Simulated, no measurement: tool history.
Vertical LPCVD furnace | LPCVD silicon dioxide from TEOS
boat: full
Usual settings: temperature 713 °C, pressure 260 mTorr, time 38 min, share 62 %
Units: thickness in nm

| run | hour | temperature | pressure | time | share | wafers since the last listed run | hours since the last temperature calibration | hours since the pressure gauge was zeroed | hours since the TEOS flow controller was replaced | hours since the gauge calibration | read-back reference wafer on the same gauge, thickness | thickness |
|---|---|---|---|---|---|---|---|---|---|---|---|---|
| 1 | 0 | 713 | 260 | 38 | 62 | 0 | 3880.6 | 2818 | 3160.2 | 155.4 | 389.02 | 386.55 |
| 2 | 14.2 | 713 | 260 | 38 | 62 | 173 | 3894.8 | 2832.2 | 3174.4 | 169.6 | 389.04 | 385.68 |
| 3 | 28.6 | 713 | 260 | 38 | 62 | 176 | 3909.2 | 2846.6 | 3188.8 | 184 | 389.06 | 386.28 |
| 4 | 42.5 | 713 | 260 | 38 | 62 | 170 | 3923.1 | 2860.5 | 3202.7 | 197.9 | 388.94 | 387 |
| 5 | 55.2 | 713 | 260 | 30.5 | 62 | 155 | 3935.8 | 2873.2 | 3215.4 | 210.6 | 388.95 | 310.31 |
| 6 | 65 | 713 | 260 | 30.5 | 62 | 119 | 3945.6 | 2883 | 3225.2 | 220.4 | 389.07 | 309.75 |
| 7 | 79.2 | 713 | 260 | 38 | 62 | 173 | 3959.8 | 2897.2 | 3239.4 | 234.6 | 389.09 | 388.18 |
| 8 | 90.3 | 713 | 260 | 38 | 62 | 135 | 3970.9 | 2908.3 | 3250.5 | 245.7 | 389.08 | 387.03 |
|  | 125.4 | thermocouples replaced and temperature profile calibrated |
| 9 | 125.9 | 713 | 260 | 38 | 62 | 141 | 0.5 | 2943.9 | 3286.1 | 281.3 | 389.01 | 359.52 |
| 10 | 130.7 | 713 | 260 | 38 | 62 | 58 | 5.3 | 2948.7 | 3290.9 | 286.1 | 388.92 | 359.14 |
| 11 | 140.2 | 713 | 260 | 38 | 62 | 116 | 14.8 | 2958.2 | 3300.4 | 295.6 | 388.97 | 359.19 |
| 12 | 151.1 | 713 | 260 | 38 | 62 | 133 | 25.7 | 2969.1 | 3311.3 | 306.5 | 389.02 | 359.25 |
| 13 | 160.1 | 713 | 260 | 38 | 62 | 110 | 34.7 | 2978.1 | 3320.3 | 315.5 | 389.19 | 360.81 |
| 14 | 200.3 | 724 | 235 | 27 | 55 | 491 | 74.9 | 3018.3 | 3360.5 | 355.7 | 388.84 | 293.63 |
|  | 229.6 | pressure gauge zeroed |
| 15 | 230.1 | 701 | 305 | 38 | 62 | 70 | 104.7 | 0.5 | 3390.3 | 385.5 | 388.96 | 296.06 |
| 16 | 235.4 | 713 | 260 | 38 | 66 | 64 | 110 | 5.8 | 3395.6 | 390.8 | 389.1 | 370.95 |
|  | 247.5 | gauge calibrated |
|  | 261.4 | TEOS flow controller replaced |
| 17 | 261.9 | 705 | 210 | 48 | 62 | 30 | 136.5 | 32.3 | 0.5 | 14.4 | 389.05 | 340.46 |
| 18 | 278.4 | 718 | 260 | 31 | 53 | 201 | 153 | 48.8 | 17 | 30.9 | 388.97 | 303.06 |
| 19 | 285.2 | 723 | 260 | 38 | 74 | 83 | 159.8 | 55.6 | 23.8 | 37.7 | 389.07 | 491.16 |
| 20 | 301.4 | 713 | 260 | 38 | 70 | 198 | 176 | 71.8 | 40 | 53.9 | 388.95 | 381.21 |
| 21 | 318.9 | 713 | 260 | 38 | 62 | 214 | 193.5 | 89.3 | 57.5 | 71.4 | 388.93 | 359.29 |
| 22 | 327.3 | 713 | 260 | 38 | 62 | 102 | 201.9 | 97.7 | 65.9 | 79.8 | 389.09 | 359.55 |
| 23 | 347.1 | 705 | 210 | 48 | 62 | 242 | 221.7 | 117.5 | 85.7 | 99.6 | 388.96 | 339.91 |
| 24 | 363.8 | 713 | 260 | 33 | 57 | 204 | 238.4 | 134.2 | 102.4 | 116.3 | 388.94 | 300 |
| 25 | 376.3 | 713 | 260 | 38 | 62 | 152 | 250.9 | 146.7 | 114.9 | 128.8 | 388.91 | 360.36 |
| 26 | 386.6 | 713 | 260 | 38 | 73 | 125 | 261.2 | 157 | 125.2 | 139.1 | 388.97 | 390.75 |
| 27 | 403.8 | 713 | 260 | 38 | 74 | 210 | 278.4 | 174.2 | 142.4 | 156.3 | 388.95 | 392.59 |

Forecast each of these 4 alternatives for the next run:
| A | 408.7 | 713 | 260 | 38 | 62 | 59 | 283.3 | 179.1 | 147.3 | 161.2 | ? | ? |
| B | 408.7 | 720 | 205 | 43 | 57 | 59 | 283.3 | 179.1 | 147.3 | 161.2 | ? | ? |
| C | 408.7 | 713 | 260 | 49.5 | 66 | 59 | 283.3 | 179.1 | 147.3 | 161.2 | ? | ? |
| D | 408.7 | 705 | 295 | 23.5 | 62 | 59 | 283.3 | 179.1 | 147.3 | 161.2 | ? | ? |

| run | read-back reference wafer on the same gauge, thickness | thickness |
|---|---|---|
| A | 388.9 | 359.92 |
| B | 388.9 | 405.77 |
| C | 388.9 | 483.73 |
| D | 388.9 | 197.55 |
Without the tool's hidden state the same runs would have given:
| run | thickness |
|---|---|
| A | 355.42 |
| B | 400.77 |
| C | 477.68 |
| D | 195.04 |
